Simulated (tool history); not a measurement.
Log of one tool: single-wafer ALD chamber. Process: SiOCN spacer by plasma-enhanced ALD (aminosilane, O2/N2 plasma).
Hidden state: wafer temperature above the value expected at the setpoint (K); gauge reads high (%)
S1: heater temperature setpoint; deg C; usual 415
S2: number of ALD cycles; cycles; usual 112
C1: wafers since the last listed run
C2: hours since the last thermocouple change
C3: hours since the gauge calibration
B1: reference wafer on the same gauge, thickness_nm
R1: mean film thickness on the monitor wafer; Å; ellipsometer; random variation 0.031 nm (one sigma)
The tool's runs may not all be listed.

Run 1, hour 0: usual settings but S2 125 cycles; C1 0; C2 2052.6; C3 260.9; B1 7.245. Result: R1 74.81 Å.
Run 2, hour 56.5: usual settings but S2 125 cycles; C1 171; C2 2109.1; C3 317.4; B1 7.222. Result: R1 74.54 Å.
Run 3, hour 123.1: usual settings but S2 125 cycles; C1 202; C2 2175.7; C3 384; B1 7.206. Result: R1 75.05 Å.
Run 4, hour 197.3: usual settings; C1 225; C2 2249.9; C3 458.2; B1 7.21. Result: R1 66.96 Å.
Run 5, hour 290.9: usual settings; C1 284; C2 2343.5; C3 551.8; B1 7.18. Result: R1 66.28 Å.
Run 6, hour 355.7: usual settings; C1 196; C2 2408.3; C3 616.6; B1 7.19. Result: R1 66.35 Å.
Run 7, hour 402.1: usual settings; C1 140; C2 2454.7; C3 663; B1 7.164. Result: R1 66.45 Å.
Run 8, hour 492.9: usual settings; C1 275; C2 2545.5; C3 753.8; B1 7.175. Result: R1 66.26 Å.
Run 9, hour 560.8: usual settings; C1 206; C2 2613.4; C3 821.7; B1 7.179. Result: R1 66.12 Å.
At hour 606.9: thermocouple changed; heater temperature recalibrated.
Run 10, hour 622.9: usual settings; C1 164; C2 16; C3 883.8; B1 7.175. Result: R1 66.03 Å.
Run 11, hour 728.9: usual settings but S1 401 deg C, S2 102 cycles; C1 321; C2 122; C3 989.8; B1 7.17. Result: R1 62.69 Å.
Run 12, hour 786.3: usual settings but S1 400 deg C, S2 118 cycles; C1 174; C2 179.4; C3 1047.2; B1 7.156. Result: R1 71.98 Å.
At hour 886.8: gauge calibrated.
Run 13, hour 894.2: usual settings but S2 98 cycles; C1 327; C2 287.3; C3 7.4; B1 7.349. Result: R1 59.19 Å.
Run 14, hour 981.4: usual settings but S1 409 deg C, S2 121 cycles; C1 264; C2 374.5; C3 94.6; B1 7.315. Result: R1 74.52 Å.
Run 15, hour 1061.3: usual settings but S2 121 cycles; C1 242; C2 454.4; C3 174.5; B1 7.274. Result: R1 72.47 Å.
Run 16, hour 1267.6: usual settings but S1 410 deg C; C1 626; C2 660.7; C3 380.8; B1 7.25. Result: R1 68.04 Å.
Run 17, hour 1348.5: usual settings but S1 401 deg C, S2 93 cycles; C1 245; C2 741.6; C3 461.7; B1 7.232. Result: R1 57.73 Å.
Run 18, hour 1424.4: usual settings; C1 230; C2 817.5; C3 537.6; B1 7.215. Result: R1 66.99 Å.
Run 19, hour 1486.9: usual settings; C1 189; C2 880; C3 600.1; B1 7.201. Result: R1 66.44 Å.
Run 20, hour 1704.9: usual settings; C1 661; C2 1098; C3 818.1; B1 7.19. Result: R1 66.43 Å.

The tool's hidden state at each run:
wafer temperature above the value expected at the setpoint (K): 0 in every run
H1: gauge reads high (%)
run       H1
  1    -1.51
  2    -1.68
  3    -1.85
  4    -2.01
  5    -2.16
  6    -2.25
  7    -2.31
  8    -2.39
  9    -2.45
 10    -2.49
 11    -2.54
 12    -2.57
 13  -0.0314
 14   -0.527
 15    -0.89
 16    -1.53
 17     -1.7
 18    -1.83
 19    -1.92
 20    -2.14
